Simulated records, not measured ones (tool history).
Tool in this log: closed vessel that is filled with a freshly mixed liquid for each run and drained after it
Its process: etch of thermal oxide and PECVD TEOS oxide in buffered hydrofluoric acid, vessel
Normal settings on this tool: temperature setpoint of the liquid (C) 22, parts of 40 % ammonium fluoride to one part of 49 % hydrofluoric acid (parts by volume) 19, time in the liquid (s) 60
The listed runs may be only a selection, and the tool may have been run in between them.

| run | hour | temperature setpoint of the liquid (C) | parts of 40 % ammonium fluoride to one part of 49 % hydrofluoric acid (parts by volume) | time in the liquid (s) | read-back film thickness of the thermal oxide reference wafer, read on the same gauge (nm) | read-back film thickness of the PECVD TEOS oxide reference wafer, read on the same gauge (nm) | thickness taken off the thermal oxide on a monitor wafer (Å) | thickness taken off the PECVD TEOS oxide on a monitor wafer (Å) |
|---|---|---|---|---|---|---|---|---|
| 1 | 0 | 26 | 24.5 | 60 | 139.99 | 150.05 | 307.7 | 442 |
|  | 56.2 | gauge calibrated |
| 2 | 100.9 | 22 | 19 | 60 | 139.99 | 149.97 | 297.7 | 429.9 |
| 3 | 158.1 | 22 | 14 | 85 | 140.01 | 149.98 | 574.5 | 836 |
| 4 | 253.3 | 22 | 19 | 60 | 139.98 | 150 | 297.7 | 423.1 |
| 5 | 301.4 | 18.5 | 19 | 85 | 139.99 | 150 | 349.1 | 505.8 |
| 6 | 342.2 | 22 | 19 | 60 | 139.99 | 149.95 | 301.9 | 428 |
| 7 | 416.7 | 22 | 26 | 40 | 139.98 | 150.01 | 161.8 | 230.5 |
| 8 | 516.5 | 19.5 | 14 | 85 | 140.01 | 150.01 | 505.8 | 735.7 |
| 9 | 578.4 | 19 | 15 | 60 | 140.01 | 150.01 | 327.5 | 460 |
|  | 628.3 | thermometer replaced |
| 10 | 656.1 | 27 | 26 | 95 | 140 | 149.99 | 481.5 | 700.3 |
| 11 | 744.6 | 24 | 22.5 | 30 | 139.99 | 150.02 | 141.7 | 205.4 |
| 12 | 835 | 22 | 22.5 | 75 | 140.02 | 150.02 | 320.4 | 465.2 |
| 13 | 873.1 | 25 | 19 | 70 | 140 | 150.02 | 399.1 | 576.4 |
| 14 | 934.1 | 22 | 16.5 | 75 | 140.01 | 150.01 | 417.3 | 612.5 |
| 15 | 1018.5 | 22 | 14.5 | 90 | 140.01 | 150.04 | 574.3 | 812.1 |
| 16 | 1098.9 | 22 | 11.5 | 60 | 140.01 | 149.96 | 483.7 | 697.9 |
| 17 | 1149 | 22 | 19 | 40 | 140.01 | 149.97 | 194.9 | 279.7 |
| 18 | 1215.1 | 20 | 25 | 95 | 139.99 | 149.95 | 344.7 | 489.9 |
|  | 1456.7 | thermometer replaced |
| 19 | 1535.7 | 22 | 19 | 50 | 140 | 149.98 | 240.5 | 342.3 |
| 20 | 1617.8 | 26 | 19 | 85 | 140 | 149.96 | 501.8 | 727 |
| 21 | 1665.1 | 25 | 17 | 60 | 140.01 | 149.98 | 378 | 544.5 |
| 22 | 1707.3 | 22 | 19 | 60 | 140 | 150.01 | 286.9 | 422.5 |
| 23 | 1781.8 | 25 | 25.5 | 80 | 139.99 | 149.98 | 367.3 | 528.2 |
| 24 | 1857.6 | 27 | 25 | 80 | 140.02 | 150.01 | 415.9 | 614.1 |
| 25 | 1911.4 | 22 | 19 | 60 | 139.99 | 149.99 | 289.7 | 418 |

Here are 5 independent what-if runs from the current tool condition. What would each one return?
| A | 1912.1 | 22 | 19 | 30 | ? | ? | ? | ? |
| B | 1912.1 | 18 | 19 | 50 | ? | ? | ? | ? |
| C | 1912.1 | 25.5 | 15.5 | 60 | ? | ? | ? | ? |
| D | 1912.1 | 26.5 | 16 | 85 | ? | ? | ? | ? |
| E | 1912.1 | 22 | 23 | 90 | ? | ? | ? | ? |

| run | read-back film thickness of the thermal oxide reference wafer, read on the same gauge (nm) | read-back film thickness of the PECVD TEOS oxide reference wafer, read on the same gauge (nm) | thickness taken off the thermal oxide on a monitor wafer (Å) | thickness taken off the PECVD TEOS oxide on a monitor wafer (Å) |
|---|---|---|---|---|
| A | 139.98 | 150.01 | 144.5 | 210.4 |
| B | 139.98 | 150.01 | 192.5 | 280.4 |
| C | 139.98 | 150.01 | 427.3 | 622.5 |
| D | 139.98 | 150.01 | 619.2 | 901.9 |
| E | 139.98 | 150.01 | 379.9 | 553.4 |
Take away the tool's hidden state, keep each run's random variation, and the runs would have read:
| run | thickness taken off the thermal oxide on a monitor wafer (Å) | thickness taken off the PECVD TEOS oxide on a monitor wafer (Å) |
|---|---|---|
| A | 147.6 | 215 |
| B | 196.5 | 286.2 |
| C | 436.9 | 636.4 |
| D | 633.2 | 922.3 |
| E | 382.2 | 556.8 |

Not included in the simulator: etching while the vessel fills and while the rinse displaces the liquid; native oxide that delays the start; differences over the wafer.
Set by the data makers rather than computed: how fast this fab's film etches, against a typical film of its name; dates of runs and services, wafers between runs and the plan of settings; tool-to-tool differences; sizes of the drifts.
